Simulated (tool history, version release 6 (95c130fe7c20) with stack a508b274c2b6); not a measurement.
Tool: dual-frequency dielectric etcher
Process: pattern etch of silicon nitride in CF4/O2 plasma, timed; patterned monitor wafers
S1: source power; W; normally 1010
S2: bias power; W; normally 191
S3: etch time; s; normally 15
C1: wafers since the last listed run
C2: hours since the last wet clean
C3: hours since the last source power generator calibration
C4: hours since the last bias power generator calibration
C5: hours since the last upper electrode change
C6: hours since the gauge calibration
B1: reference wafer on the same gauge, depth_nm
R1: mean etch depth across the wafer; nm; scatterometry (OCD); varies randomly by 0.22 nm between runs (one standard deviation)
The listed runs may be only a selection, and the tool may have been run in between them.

run 1 hour=0 | S1=1010 S2=191 S3=15 | C1=0 C2=238.4 C3=3740.6 C4=678.1 C5=2729.1 C6=1758.6 | B1=53.3 | R1=58
run 2 hour=45.2 | S1=1010 S2=191 S3=15 | C1=866 C2=283.6 C3=3785.8 C4=723.3 C5=2774.3 C6=1803.8 | B1=53.4 | R1=58.5
run 3 hour=82.7 | S1=1010 S2=176 S3=15 | C1=718 C2=321.1 C3=3823.3 C4=760.8 C5=2811.8 C6=1841.3 | B1=53.3 | R1=55.7
run 4 hour=146.5 | S1=1010 S2=191 S3=15 | C1=1222 C2=384.9 C3=3887.1 C4=824.6 C5=2875.6 C6=1905.1 | B1=53.3 | R1=58.6
-- hour=200 wet clean of the chamber
run 5 hour=202 | S1=1010 S2=191 S3=15 | C1=603 C2=2 C3=3942.6 C4=880.1 C5=2931.1 C6=1960.6 | B1=53.4 | R1=57.6
run 6 hour=239.9 | S1=1010 S2=191 S3=15 | C1=726 C2=39.9 C3=3980.5 C4=918 C5=2969 C6=1998.5 | B1=53.3 | R1=57.6
run 7 hour=292.6 | S1=1010 S2=191 S3=15 | C1=1009 C2=92.6 C3=4033.2 C4=970.7 C5=3021.7 C6=2051.2 | B1=53.3 | R1=57.5
run 8 hour=383 | S1=1010 S2=191 S3=15 | C1=1732 C2=183 C3=4123.6 C4=1061.1 C5=3112.1 C6=2141.6 | B1=53.3 | R1=58.4
run 9 hour=477.7 | S1=1010 S2=191 S3=17.5 | C1=1814 C2=277.7 C3=4218.3 C4=1155.8 C5=3206.8 C6=2236.3 | B1=53.3 | R1=68.2
-- hour=486.4 source power generator calibrated
run 10 hour=549 | S1=1010 S2=191 S3=17.5 | C1=1289 C2=349 C3=62.6 C4=1227.1 C5=3278.1 C6=2307.6 | B1=53.3 | R1=66.4
-- hour=551 gauge calibrated
-- hour=666.3 wet clean of the chamber
run 11 hour=666.8 | S1=1010 S2=191 S3=17.5 | C1=1797 C2=0.5 C3=180.4 C4=1344.9 C5=3395.9 C6=115.8 | B1=53.3 | R1=64.6
run 12 hour=723.8 | S1=1010 S2=221 S3=15 | C1=1092 C2=57.5 C3=237.4 C4=1401.9 C5=3452.9 C6=172.8 | B1=53.3 | R1=59.7
run 13 hour=770.1 | S1=1120 S2=159 S3=12 | C1=887 C2=103.8 C3=283.7 C4=1448.2 C5=3499.2 C6=219.1 | B1=53.3 | R1=45.6
run 14 hour=812.2 | S1=1010 S2=191 S3=15 | C1=806 C2=145.9 C3=325.8 C4=1490.3 C5=3541.3 C6=261.2 | B1=53.2 | R1=55.7
run 15 hour=848.8 | S1=890 S2=191 S3=15 | C1=701 C2=182.5 C3=362.4 C4=1526.9 C5=3577.9 C6=297.8 | B1=53.3 | R1=48.9
run 16 hour=940.3 | S1=1010 S2=191 S3=17.5 | C1=1753 C2=274 C3=453.9 C4=1618.4 C5=3669.4 C6=389.3 | B1=53.2 | R1=66
run 17 hour=1026 | S1=770 S2=172 S3=11.5 | C1=1642 C2=359.7 C3=539.6 C4=1704.1 C5=3755.1 C6=475 | B1=53.3 | R1=31
run 18 hour=1091.2 | S1=790 S2=232 S3=13.5 | C1=1249 C2=424.9 C3=604.8 C4=1769.3 C5=3820.3 C6=540.2 | B1=53.3 | R1=43.1
-- hour=1106.6 bias power generator calibrated
run 19 hour=1159 | S1=1260 S2=191 S3=18 | C1=1222 C2=492.7 C3=672.6 C4=52.4 C5=3888.1 C6=608 | B1=53.3 | R1=85.8
-- hour=1194.6 wet clean of the chamber
run 20 hour=1242.9 | S1=1010 S2=191 S3=15 | C1=1147 C2=48.3 C3=756.5 C4=136.3 C5=3972 C6=691.9 | B1=53.3 | R1=56
-- hour=1279.6 upper electrode replaced
run 21 hour=1304.1 | S1=1160 S2=168 S3=13.5 | C1=712 C2=109.5 C3=817.7 C4=197.5 C5=24.5 C6=753.1 | B1=53.3 | R1=55
run 22 hour=1400 | S1=1240 S2=161 S3=18.5 | C1=1837 C2=205.4 C3=913.6 C4=293.4 C5=120.4 C6=849 | B1=53.3 | R1=79.2
run 23 hour=1478.2 | S1=1010 S2=216 S3=15 | C1=1498 C2=283.6 C3=991.8 C4=371.6 C5=198.6 C6=927.2 | B1=53.3 | R1=59.9
run 24 hour=1561.6 | S1=1010 S2=229 S3=15 | C1=1598 C2=367 C3=1075.2 C4=455 C5=282 C6=1010.6 | B1=53.2 | R1=62.2
run 25 hour=1643.2 | S1=1190 S2=191 S3=15 | C1=1563 C2=448.6 C3=1156.8 C4=536.6 C5=363.6 C6=1092.2 | B1=53.3 | R1=67.9
-- hour=1721.4 wet clean of the chamber
run 26 hour=1724.3 | S1=1010 S2=174 S3=15 | C1=1094 C2=2.9 C3=1237.9 C4=617.7 C5=444.7 C6=1173.3 | B1=53.3 | R1=53.3
run 27 hour=1783.2 | S1=1010 S2=191 S3=15 | C1=1128 C2=61.8 C3=1296.8 C4=676.6 C5=503.6 C6=1232.2 | B1=53.3 | R1=56
run 28 hour=1992.6 | S1=1210 S2=238 S3=15 | C1=4012 C2=271.2 C3=1506.2 C4=886 C5=713 C6=1441.6 | B1=53.4 | R1=75.6
run 29 hour=2036.5 | S1=880 S2=151 S3=18.5 | C1=841 C2=315.1 C3=1550.1 C4=929.9 C5=756.9 C6=1485.5 | B1=53.3 | R1=53.6

5 options for the next run, each taken on its own from the tool as it stands now. Forecast them:
run A hour=2036.9 | S1=1010 S2=191 S3=11.5 | C1=7 C2=315.5 C3=1550.5 C4=930.3 C5=757.3 C6=1485.9 | B1=? | R1=?
run B hour=2036.9 | S1=1220 S2=191 S3=13.5 | C1=7 C2=315.5 C3=1550.5 C4=930.3 C5=757.3 C6=1485.9 | B1=? | R1=?
run C hour=2036.9 | S1=1220 S2=175 S3=15 | C1=7 C2=315.5 C3=1550.5 C4=930.3 C5=757.3 C6=1485.9 | B1=? | R1=?
run D hour=2036.9 | S1=1110 S2=214 S3=17.5 | C1=7 C2=315.5 C3=1550.5 C4=930.3 C5=757.3 C6=1485.9 | B1=? | R1=?
run E hour=2036.9 | S1=1230 S2=191 S3=11 | C1=7 C2=315.5 C3=1550.5 C4=930.3 C5=757.3 C6=1485.9 | B1=? | R1=?

run=A B1=53.3 R1=43.6
run=B B1=53.3 R1=62.2
run=C B1=53.3 R1=66.3
run=D B1=53.3 R1=77.3
run=E B1=53.3 R1=51.1
What these runs would have given with no unlogged condition in the tool:
run=A R1=42.7
run=B R1=60.9
run=C R1=64.9
run=D R1=75.6
run=E R1=50
